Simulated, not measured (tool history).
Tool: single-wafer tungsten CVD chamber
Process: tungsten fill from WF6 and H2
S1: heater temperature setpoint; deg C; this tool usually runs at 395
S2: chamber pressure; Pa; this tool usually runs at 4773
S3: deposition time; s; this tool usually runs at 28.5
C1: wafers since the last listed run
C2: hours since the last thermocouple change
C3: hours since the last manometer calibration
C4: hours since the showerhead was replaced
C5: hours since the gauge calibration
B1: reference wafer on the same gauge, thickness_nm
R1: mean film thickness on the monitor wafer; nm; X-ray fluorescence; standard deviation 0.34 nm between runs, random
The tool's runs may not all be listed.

run 1 day=0 | S1=395 S2=4773 S3=28.5 | C1=0 C2=784.3 C3=1779.9 C4=4844 C5=103.1 | B1=68.177 | R1=81.531
run 2 day=1.346 | S1=395 S2=4773 S3=28.5 | C1=1177 C2=816.6 C3=1812.2 C4=4876.3 C5=135.4 | B1=68.236 | R1=81.94
run 3 day=2.142 | S1=395 S2=4773 S3=28.5 | C1=696 C2=835.7 C3=1831.3 C4=4895.4 C5=154.5 | B1=68.184 | R1=82.707
run 4 day=3.321 | S1=395 S2=4773 S3=28.5 | C1=1031 C2=864 C3=1859.6 C4=4923.7 C5=182.8 | B1=68.264 | R1=82.132
run 5 day=4.292 | S1=395 S2=4773 S3=30.9 | C1=849 C2=887.3 C3=1882.9 C4=4947 C5=206.1 | B1=68.109 | R1=89.205
run 6 day=5.612 | S1=395 S2=4773 S3=28.5 | C1=1155 C2=919 C3=1914.6 C4=4978.7 C5=237.8 | B1=68.213 | R1=82.607
run 7 day=6.95 | S1=399 S2=4773 S3=28.5 | C1=1170 C2=951.1 C3=1946.7 C4=5010.8 C5=269.9 | B1=68.292 | R1=89.873
run 8 day=7.638 | S1=399 S2=4773 S3=28.5 | C1=601 C2=967.6 C3=1963.2 C4=5027.3 C5=286.4 | B1=68.231 | R1=89.757
run 9 day=8.158 | S1=399 S2=4773 S3=28.5 | C1=455 C2=980.1 C3=1975.7 C4=5039.8 C5=298.9 | B1=68.324 | R1=89.686
run 10 day=9.338 | S1=400 S2=4773 S3=28.5 | C1=1031 C2=1008.4 C3=2004 C4=5068.1 C5=327.2 | B1=68.153 | R1=92.301
run 11 day=10.238 | S1=400 S2=4773 S3=28.5 | C1=787 C2=1030 C3=2025.6 C4=5089.7 C5=348.8 | B1=68.15 | R1=92.301
run 12 day=10.9 | S1=400 S2=4773 S3=28.5 | C1=579 C2=1045.9 C3=2041.5 C4=5105.6 C5=364.7 | B1=68.132 | R1=91.819
run 13 day=11.65 | S1=395 S2=4773 S3=28.5 | C1=656 C2=1063.9 C3=2059.5 C4=5123.6 C5=382.7 | B1=68.136 | R1=83.622
run 14 day=13.092 | S1=395 S2=4773 S3=25.9 | C1=1261 C2=1098.5 C3=2094.1 C4=5158.2 C5=417.3 | B1=68.197 | R1=76.272
run 15 day=14.254 | S1=385 S2=4773 S3=28.5 | C1=1017 C2=1126.4 C3=2122 C4=5186.1 C5=445.2 | B1=68.238 | R1=68.908
run 16 day=15.708 | S1=389 S2=5933 S3=23.1 | C1=1272 C2=1161.3 C3=2156.9 C4=5221 C5=480.1 | B1=68.102 | R1=67.209
-- day=16.183 showerhead replaced
run 17 day=16.221 | S1=395 S2=4773 S3=33.5 | C1=156 C2=1173.6 C3=2169.2 C4=0.9 C5=492.4 | B1=68.135 | R1=99.855
run 18 day=17.221 | S1=395 S2=4773 S3=28.5 | C1=874 C2=1197.6 C3=2193.2 C4=24.9 C5=516.4 | B1=68.145 | R1=84.784
-- day=17.712 capacitance manometer re-zeroed and calibrated
run 19 day=18.133 | S1=399 S2=4773 S3=28.5 | C1=506 C2=1219.5 C3=10.1 C4=46.8 C5=538.3 | B1=68.204 | R1=92.346
-- day=18.792 gauge calibrated
run 20 day=19.596 | S1=395 S2=4266 S3=28.5 | C1=1279 C2=1254.6 C3=45.2 C4=81.9 C5=19.3 | B1=68.117 | R1=82.543
-- day=20.538 thermocouple changed; heater temperature recalibrated
run 21 day=20.912 | S1=395 S2=4773 S3=28.5 | C1=860 C2=9 C3=76.8 C4=113.5 C5=50.9 | B1=68.232 | R1=78.961
run 22 day=22.3 | S1=408 S2=4773 S3=28.5 | C1=1213 C2=42.3 C3=110.1 C4=146.8 C5=84.2 | B1=68.202 | R1=102.29
run 23 day=23.392 | S1=404 S2=4133 S3=31.7 | C1=955 C2=68.5 C3=136.3 C4=173 C5=110.4 | B1=68.173 | R1=98.838
run 24 day=24.308 | S1=395 S2=4773 S3=31.6 | C1=801 C2=90.5 C3=158.3 C4=195 C5=132.4 | B1=68.12 | R1=87.281
run 25 day=25.771 | S1=395 S2=4773 S3=33.8 | C1=1279 C2=125.6 C3=193.4 C4=230.1 C5=167.5 | B1=68.205 | R1=94.245
run 26 day=26.938 | S1=403 S2=4226 S3=28.5 | C1=1020 C2=153.6 C3=221.4 C4=258.1 C5=195.5 | B1=68.264 | R1=88.527
run 27 day=28.367 | S1=395 S2=4773 S3=28.5 | C1=1250 C2=187.9 C3=255.7 C4=292.4 C5=229.8 | B1=68.147 | R1=79.003
run 28 day=29.321 | S1=409 S2=5853 S3=32 | C1=834 C2=210.8 C3=278.6 C4=315.3 C5=252.7 | B1=68.251 | R1=126.875
run 29 day=30.692 | S1=389 S2=4773 S3=32.4 | C1=1199 C2=243.7 C3=311.5 C4=348.2 C5=285.6 | B1=68.264 | R1=80.151

Results per run with the tool's hidden condition removed, run-to-run variation unchanged:
What the log doesn't record here: wafer temperature above the value expected at the setpoint (K); true pressure above the setpoint (%); gauge reads high (%).
run=1 R1=78.576
run=2 R1=78.751
run=3 R1=79.353
run=4 R1=78.598
run=5 R1=85.179
run=6 R1=78.636
run=7 R1=85.453
run=8 R1=85.204
run=9 R1=85.032
run=10 R1=87.317
run=11 R1=87.121
run=12 R1=86.52
run=13 R1=78.384
run=14 R1=71.207
run=15 R1=63.858
run=16 R1=62.139
run=17 R1=92.377
run=18 R1=78.196
run=19 R1=85.233
run=20 R1=75.562
run=21 R1=78.298
run=22 R1=101.487
run=23 R1=98.038
run=24 R1=86.51
run=25 R1=93.374
run=26 R1=87.724
run=27 R1=78.191
run=28 R1=125.685
run=29 R1=79.184

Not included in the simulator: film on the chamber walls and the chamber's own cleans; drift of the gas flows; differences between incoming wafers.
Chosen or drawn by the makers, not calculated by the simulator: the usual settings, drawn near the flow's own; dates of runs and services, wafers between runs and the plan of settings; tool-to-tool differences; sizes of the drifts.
